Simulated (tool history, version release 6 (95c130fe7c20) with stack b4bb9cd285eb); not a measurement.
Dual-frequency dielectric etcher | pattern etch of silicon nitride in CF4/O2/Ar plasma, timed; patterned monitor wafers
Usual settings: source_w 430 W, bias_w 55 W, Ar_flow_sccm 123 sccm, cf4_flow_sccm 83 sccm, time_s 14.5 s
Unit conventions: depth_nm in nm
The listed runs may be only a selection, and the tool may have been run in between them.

| run | hour | source_w | bias_w | Ar_flow_sccm | cf4_flow_sccm | time_s | read-back reference wafer on the same gauge, depth_nm | depth_nm |
|---|---|---|---|---|---|---|---|---|
| 1 | 0 | 430 | 55 | 123 | 83 | 14.5 | 23.45 | 22.68 |
| 2 | 53.4 | 430 | 55 | 123 | 83 | 14.5 | 23.41 | 22.65 |
|  | 224.5 | wet clean of the chamber |
| 3 | 344.8 | 430 | 55 | 123 | 96 | 14.5 | 23.4 | 23.14 |
| 4 | 381.1 | 430 | 55 | 123 | 96 | 14.5 | 23.39 | 23.03 |
|  | 424.8 | Ar flow controller replaced |
| 5 | 434.3 | 430 | 55 | 123 | 83 | 14.5 | 23.42 | 22.8 |
| 6 | 540.3 | 430 | 55 | 123 | 83 | 14.5 | 23.41 | 22.54 |
| 7 | 621.3 | 430 | 55 | 123 | 83 | 14.5 | 23.42 | 22.45 |
| 8 | 720.5 | 500 | 55 | 123 | 83 | 14.5 | 23.39 | 26.49 |
|  | 729.4 | CF4 flow controller replaced |
|  | 793.9 | wet clean of the chamber |
| 9 | 794.4 | 430 | 61 | 123 | 101 | 14.5 | 23.39 | 24.33 |
|  | 857.2 | upper electrode replaced |
|  | 871.1 | bias power generator calibrated |
| 10 | 879.2 | 350 | 63 | 123 | 99 | 13 | 23.42 | 17.7 |
| 11 | 981.1 | 430 | 55 | 103 | 98 | 12 | 23.35 | 19.7 |
| 12 | 1028.2 | 370 | 48 | 135 | 76 | 14.5 | 23.38 | 17.51 |
| 13 | 1064.8 | 520 | 55 | 123 | 101 | 14.5 | 23.43 | 28.39 |
| 14 | 1150.9 | 510 | 62 | 123 | 83 | 14.5 | 23.39 | 28.61 |
|  | 1152.1 | gauge calibrated |
|  | 1168.3 | source power generator calibrated |
| 15 | 1244.4 | 430 | 55 | 123 | 83 | 14.5 | 23.39 | 22.63 |
| 16 | 1283 | 430 | 61 | 102 | 69 | 16 | 23.4 | 26.68 |
|  | 1332.9 | wet clean of the chamber |
| 17 | 1344.8 | 430 | 55 | 123 | 83 | 11 | 23.38 | 17.18 |
| 18 | 1412.9 | 430 | 64 | 123 | 83 | 14.5 | 23.34 | 24.59 |
| 19 | 1485.1 | 430 | 55 | 123 | 83 | 14.5 | 23.39 | 22.81 |
| 20 | 1582.5 | 430 | 55 | 123 | 83 | 14.5 | 23.38 | 22.59 |
| 21 | 1667.9 | 430 | 55 | 123 | 83 | 14.5 | 23.4 | 22.49 |
|  | 1797.7 | wet clean of the chamber |
| 22 | 1798.2 | 430 | 55 | 123 | 83 | 14.5 | 23.41 | 22.72 |

Alternative continuations, all from the tool just after run 22; predict every row:
| A | 1798.6 | 430 | 55 | 123 | 83 | 14.5 | ? | ? |
| B | 1798.6 | 460 | 55 | 123 | 83 | 14.5 | ? | ? |
| C | 1798.6 | 430 | 55 | 100 | 64 | 14.5 | ? | ? |

| run | read-back reference wafer on the same gauge, depth_nm | depth_nm |
|---|---|---|
| A | 23.38 | 22.48 |
| B | 23.38 | 24.1 |
| C | 23.38 | 22.66 |
Without the tool's unlogged condition, the same runs would have read:
| run | depth_nm |
|---|---|
| A | 22.48 |
| B | 24.1 |
| C | 22.66 |

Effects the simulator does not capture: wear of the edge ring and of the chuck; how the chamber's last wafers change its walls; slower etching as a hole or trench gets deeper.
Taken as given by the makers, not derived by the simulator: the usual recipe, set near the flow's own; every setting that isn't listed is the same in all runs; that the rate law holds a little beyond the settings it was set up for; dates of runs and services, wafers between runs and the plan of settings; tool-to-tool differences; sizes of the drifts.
